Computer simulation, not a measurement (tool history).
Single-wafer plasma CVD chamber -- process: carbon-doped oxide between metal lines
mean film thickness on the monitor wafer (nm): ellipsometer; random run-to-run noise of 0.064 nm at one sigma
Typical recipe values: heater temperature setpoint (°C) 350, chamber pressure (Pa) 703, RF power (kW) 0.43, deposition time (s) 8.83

| run | hour | heater temperature setpoint (°C) | chamber pressure (Pa) | RF power (kW) | deposition time (s) | wafers since the last listed run | hours since the last thermocouple change | hours since the last RF generator calibration | hours since the last manometer calibration | hours since the showerhead was replaced | hours since the gauge calibration | read-back reference wafer on the same gauge, thickness_nm | mean film thickness on the monitor wafer (nm) |
|---|---|---|---|---|---|---|---|---|---|---|---|---|---|
| 1 | 0 | 341 | 703 | 0.43 | 9.53 | 0 | 1460.6 | 1846.8 | 3154.8 | 4841.4 | 81.2 | 42.369 | 42.771 |
| 2 | 8.6 | 341 | 703 | 0.43 | 9.53 | 130 | 1469.2 | 1855.4 | 3163.4 | 4850 | 89.8 | 42.414 | 42.821 |
| 3 | 32.7 | 350 | 703 | 0.43 | 8.83 | 365 | 1493.3 | 1879.5 | 3187.5 | 4874.1 | 113.9 | 42.407 | 38.672 |
| 4 | 45.6 | 350 | 703 | 0.43 | 8.83 | 195 | 1506.2 | 1892.4 | 3200.4 | 4887 | 126.8 | 42.379 | 38.778 |
| 5 | 55 | 350 | 703 | 0.43 | 8.83 | 142 | 1515.6 | 1901.8 | 3209.8 | 4896.4 | 136.2 | 42.409 | 38.617 |
| 6 | 68.3 | 359 | 703 | 0.43 | 8.83 | 201 | 1528.9 | 1915.1 | 3223.1 | 4909.7 | 149.5 | 42.404 | 37.831 |
| 7 | 84.6 | 350 | 703 | 0.43 | 8.83 | 247 | 1545.2 | 1931.4 | 3239.4 | 4926 | 165.8 | 42.408 | 38.594 |
| 8 | 100.6 | 350 | 703 | 0.43 | 8.83 | 242 | 1561.2 | 1947.4 | 3255.4 | 4942 | 181.8 | 42.43 | 38.589 |
|  | 119.2 | capacitance manometer re-zeroed and calibrated |
| 9 | 119.7 | 356 | 768 | 0.43 | 8.83 | 168 | 1580.3 | 1966.5 | 0.5 | 4961.1 | 200.9 | 42.421 | 38.644 |
| 10 | 132.5 | 350 | 703 | 0.43 | 8.83 | 194 | 1593.1 | 1979.3 | 13.3 | 4973.9 | 213.7 | 42.385 | 38.663 |
|  | 140.6 | RF generator calibrated |
| 11 | 148.2 | 350 | 703 | 0.43 | 8.83 | 116 | 1608.8 | 7.6 | 29 | 4989.6 | 229.4 | 42.428 | 42.191 |
| 12 | 160.7 | 350 | 703 | 0.43 | 8.83 | 189 | 1621.3 | 20.1 | 41.5 | 5002.1 | 241.9 | 42.405 | 42.14 |
| 13 | 178.1 | 350 | 703 | 0.43 | 8.83 | 264 | 1638.7 | 37.5 | 58.9 | 5019.5 | 259.3 | 42.389 | 42.034 |
| 14 | 191.2 | 350 | 703 | 0.43 | 8.83 | 198 | 1651.8 | 50.6 | 72 | 5032.6 | 272.4 | 42.391 | 42.082 |
| 15 | 198.3 | 361 | 703 | 0.37 | 10.42 | 107 | 1658.9 | 57.7 | 79.1 | 5039.7 | 279.5 | 42.435 | 41.339 |
| 16 | 212.5 | 359 | 877 | 0.43 | 8.83 | 215 | 1673.1 | 71.9 | 93.3 | 5053.9 | 293.7 | 42.402 | 42.331 |
|  | 221 | showerhead replaced |
| 17 | 229.5 | 350 | 703 | 0.43 | 8.83 | 136 | 1690.1 | 88.9 | 110.3 | 8.5 | 310.7 | 42.389 | 41.727 |
| 18 | 240.8 | 350 | 703 | 0.43 | 8.83 | 171 | 1701.4 | 100.2 | 121.6 | 19.8 | 322 | 42.412 | 41.803 |
|  | 244.3 | gauge calibrated |
| 19 | 256.4 | 362 | 539 | 0.47 | 8.83 | 236 | 1717 | 115.8 | 137.2 | 35.4 | 12.1 | 42.389 | 41.273 |
|  | 276.6 | thermocouple changed; heater temperature recalibrated |
| 20 | 277.1 | 340 | 703 | 0.43 | 9.64 | 192 | 0.5 | 136.5 | 157.9 | 56.1 | 32.8 | 42.388 | 46.606 |
| 21 | 282.4 | 343 | 631 | 0.43 | 8.83 | 80 | 5.8 | 141.8 | 163.2 | 61.4 | 38.1 | 42.395 | 41.175 |
| 22 | 294.3 | 360 | 612 | 0.515 | 9.75 | 180 | 17.7 | 153.7 | 175.1 | 73.3 | 50 | 42.405 | 50.446 |
| 23 | 303.6 | 350 | 633 | 0.43 | 8.83 | 141 | 27 | 163 | 184.4 | 82.6 | 59.3 | 42.372 | 40.508 |
| 24 | 313.5 | 350 | 845 | 0.43 | 8.83 | 150 | 36.9 | 172.9 | 194.3 | 92.5 | 69.2 | 42.39 | 42.609 |
| 25 | 320.7 | 354 | 815 | 0.43 | 8.83 | 109 | 44.1 | 180.1 | 201.5 | 99.7 | 76.4 | 42.409 | 42.227 |
| 26 | 330.1 | 342 | 703 | 0.43 | 8.83 | 142 | 53.5 | 189.5 | 210.9 | 109.1 | 85.8 | 42.403 | 42.31 |
| 27 | 345 | 350 | 703 | 0.43 | 8.83 | 226 | 68.4 | 204.4 | 225.8 | 124 | 100.7 | 42.415 | 41.415 |
| 28 | 379.2 | 355 | 792 | 0.43 | 8.83 | 519 | 102.6 | 238.6 | 260 | 158.2 | 134.9 | 42.357 | 41.587 |
| 29 | 387.5 | 357 | 591 | 0.36 | 8.83 | 126 | 110.9 | 246.9 | 268.3 | 166.5 | 143.2 | 42.369 | 32.39 |
| 30 | 393.8 | 350 | 703 | 0.43 | 8.83 | 95 | 117.2 | 253.2 | 274.6 | 172.8 | 149.5 | 42.424 | 41.165 |

Exercise: give the hidden state of the tool at every run:
wafer temperature above the value expected at the setpoint (K): 0 in every run
true pressure above the setpoint (%): 0 in every run
gauge reads high (%): 0 in every run
H1: delivered RF power above the setpoint (%)
| run | H1 |
|---|---|
| 1 | -8.97 |
| 2 | -8.97 |
| 3 | -8.99 |
| 4 | -9 |
| 5 | -9.01 |
| 6 | -9.01 |
| 7 | -9.03 |
| 8 | -9.04 |
| 9 | -9.05 |
| 10 | -9.06 |
| 11 | -0.403 |
| 12 | -0.563 |
| 13 | -0.78 |
| 14 | -0.94 |
| 15 | -1.03 |
| 16 | -1.19 |
| 17 | -1.39 |
| 18 | -1.52 |
| 19 | -1.69 |
| 20 | -1.91 |
| 21 | -1.97 |
| 22 | -2.09 |
| 23 | -2.19 |
| 24 | -2.29 |
| 25 | -2.36 |
| 26 | -2.45 |
| 27 | -2.59 |
| 28 | -2.91 |
| 29 | -2.98 |
| 30 | -3.04 |
